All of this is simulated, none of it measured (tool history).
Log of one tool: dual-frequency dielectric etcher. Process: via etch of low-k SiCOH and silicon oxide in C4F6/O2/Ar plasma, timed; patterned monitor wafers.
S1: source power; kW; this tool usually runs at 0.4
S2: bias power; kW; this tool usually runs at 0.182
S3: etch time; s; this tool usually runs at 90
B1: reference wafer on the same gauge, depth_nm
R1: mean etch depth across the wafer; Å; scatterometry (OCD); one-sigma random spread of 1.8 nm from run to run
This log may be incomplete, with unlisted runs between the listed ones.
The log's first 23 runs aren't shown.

{"hour": 275.5, "done": "source power generator calibrated"}
{"run": 24, "hour": 276.4, "S1": 0.48, "S2": 0.194, "S3": 82.5, "B1": 214.7, "R1": 2633}
{"run": 25, "hour": 288.6, "S1": 0.4, "S2": 0.202, "S3": 90, "B1": 215.6, "R1": 2688}
{"run": 26, "hour": 298.0, "S1": 0.43, "S2": 0.182, "S3": 90, "B1": 214.8, "R1": 2730}
{"run": 27, "hour": 307.0, "S1": 0.4, "S2": 0.182, "S3": 101.5, "B1": 214.4, "R1": 2953}
{"run": 28, "hour": 324.7, "S1": 0.5, "S2": 0.197, "S3": 107.5, "B1": 215.1, "R1": 3530}
{"run": 29, "hour": 338.7, "S1": 0.4, "S2": 0.201, "S3": 90, "B1": 214.8, "R1": 2689}
{"run": 30, "hour": 349.5, "S1": 0.4, "S2": 0.182, "S3": 90, "B1": 215.2, "R1": 2602}
{"run": 31, "hour": 366.5, "S1": 0.4, "S2": 0.182, "S3": 113.5, "B1": 215.2, "R1": 3309}

Forecast each of these 3 alternatives for the next run:
{"run": "A", "hour": 366.9, "S1": 0.4, "S2": 0.155, "S3": 90, "B1": "?", "R1": "?"}
{"run": "B", "hour": 366.9, "S1": 0.36, "S2": 0.158, "S3": 90, "B1": "?", "R1": "?"}
{"run": "C", "hour": 366.9, "S1": 0.4, "S2": 0.182, "S3": 103, "B1": "?", "R1": "?"}

run=A B1=215.2 R1=2514
run=B B1=215.2 R1=2424
run=C B1=215.2 R1=2991
Had the tool no hidden state, the same runs would have come out as:
run=A R1=2569
run=B R1=2476
run=C R1=3056
